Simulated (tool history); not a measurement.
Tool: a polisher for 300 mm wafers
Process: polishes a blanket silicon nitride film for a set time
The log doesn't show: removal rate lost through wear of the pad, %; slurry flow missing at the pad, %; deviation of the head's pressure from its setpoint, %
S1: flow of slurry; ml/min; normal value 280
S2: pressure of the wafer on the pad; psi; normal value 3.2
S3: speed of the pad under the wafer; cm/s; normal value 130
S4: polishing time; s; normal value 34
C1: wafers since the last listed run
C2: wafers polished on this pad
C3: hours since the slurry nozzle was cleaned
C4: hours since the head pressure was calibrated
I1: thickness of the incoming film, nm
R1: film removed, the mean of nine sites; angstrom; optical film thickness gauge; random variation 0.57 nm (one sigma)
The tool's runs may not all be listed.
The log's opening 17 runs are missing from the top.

| run | hour | S1 | S2 | S3 | S4 | C1 | C2 | C3 | C4 | I1 | R1 |
|---|---|---|---|---|---|---|---|---|---|---|---|
| 18 | 468.3 | 250 | 3.2 | 144 | 24 | 449 | 1284 | 271.3 | 191 | 722.7 | 474 |
| 19 | 484.6 | 220 | 3.8 | 130 | 31 | 301 | 1585 | 287.6 | 207.3 | 725.4 | 651 |
| 20 | 505.4 | 365 | 3.2 | 130 | 26 | 384 | 1970 | 308.4 | 228.1 | 704.9 | 497 |
| 21 | 535.4 | 280 | 2.3 | 168 | 30 | 554 | 2524 | 338.4 | 258.1 | 719.9 | 513 |
| 22 | 551.5 | 280 | 3.2 | 130 | 34 | 297 | 2822 | 354.5 | 274.2 | 728.6 | 628 |
| 23 | 578.9 | 280 | 3.2 | 130 | 34 | 506 | 3328 | 381.9 | 301.6 | 711.7 | 628 |
| 24 | 603.1 | 240 | 3.2 | 114 | 44 | 447 | 3775 | 406.1 | 325.8 | 729.8 | 737 |
|  | 612.6 | slurry nozzle cleaned |
|  | 627.7 | worn pad replaced by a new one |
| 25 | 628.2 | 280 | 3.2 | 130 | 34 | 371 | 10 | 15.6 | 350.9 | 715.6 | 650 |
| 26 | 642.6 | 280 | 3.2 | 130 | 34 | 266 | 276 | 30 | 365.3 | 715.3 | 644 |
| 27 | 674 | 185 | 4.2 | 162 | 34 | 580 | 856 | 61.4 | 396.7 | 721.2 | 888 |
| 28 | 697.7 | 375 | 3.2 | 172 | 34 | 438 | 1294 | 85.1 | 420.4 | 730.2 | 785 |
| 29 | 716.4 | 210 | 3.2 | 92 | 30 | 345 | 1640 | 103.8 | 439.1 | 716.3 | 454 |
| 30 | 733.9 | 280 | 3.9 | 148 | 28 | 323 | 1963 | 121.3 | 456.6 | 725.9 | 676 |
| 31 | 754.8 | 340 | 2.8 | 110 | 34 | 386 | 2350 | 142.2 | 477.5 | 725.2 | 535 |
| 32 | 845.1 | 350 | 3.2 | 130 | 27 | 1669 | 4019 | 232.5 | 567.8 | 727.4 | 516 |
| 33 | 877.8 | 235 | 3.2 | 130 | 41 | 604 | 4623 | 265.2 | 600.5 | 723.6 | 765 |
|  | 894.1 | worn pad replaced by a new one |
| 34 | 903.3 | 320 | 3.5 | 92 | 45 | 397 | 169 | 290.7 | 626 | 734.4 | 727 |
| 35 | 917.1 | 280 | 3.2 | 130 | 34 | 255 | 424 | 304.5 | 639.8 | 722.6 | 640 |
| 36 | 944.1 | 280 | 3.2 | 130 | 34 | 499 | 923 | 331.5 | 666.8 | 719.7 | 627 |

Predict each of these 5 candidate next runs independently; none follows another, all start after run 36:
| A | 944.5 | 280 | 3.2 | 130 | 31 | 7 | 931 | 331.9 | 667.2 | 711.9 | ? |
| B | 944.5 | 380 | 3.7 | 130 | 44 | 7 | 931 | 331.9 | 667.2 | 711.9 | ? |
| C | 944.5 | 380 | 3.2 | 130 | 23 | 7 | 931 | 331.9 | 667.2 | 711.9 | ? |
| D | 944.5 | 280 | 3.2 | 106 | 34 | 7 | 931 | 331.9 | 667.2 | 711.9 | ? |
| E | 944.5 | 280 | 3.2 | 168 | 29 | 7 | 931 | 331.9 | 667.2 | 711.9 | ? |

| run | R1 |
|---|---|
| A | 584 |
| B | 953 |
| C | 444 |
| D | 563 |
| E | 646 |
Take away the tool's hidden state, keep each run's random variation, and the runs would have read:
| run | R1 |
|---|---|
| A | 601 |
| B | 975 |
| C | 454 |
| D | 580 |
| E | 665 |

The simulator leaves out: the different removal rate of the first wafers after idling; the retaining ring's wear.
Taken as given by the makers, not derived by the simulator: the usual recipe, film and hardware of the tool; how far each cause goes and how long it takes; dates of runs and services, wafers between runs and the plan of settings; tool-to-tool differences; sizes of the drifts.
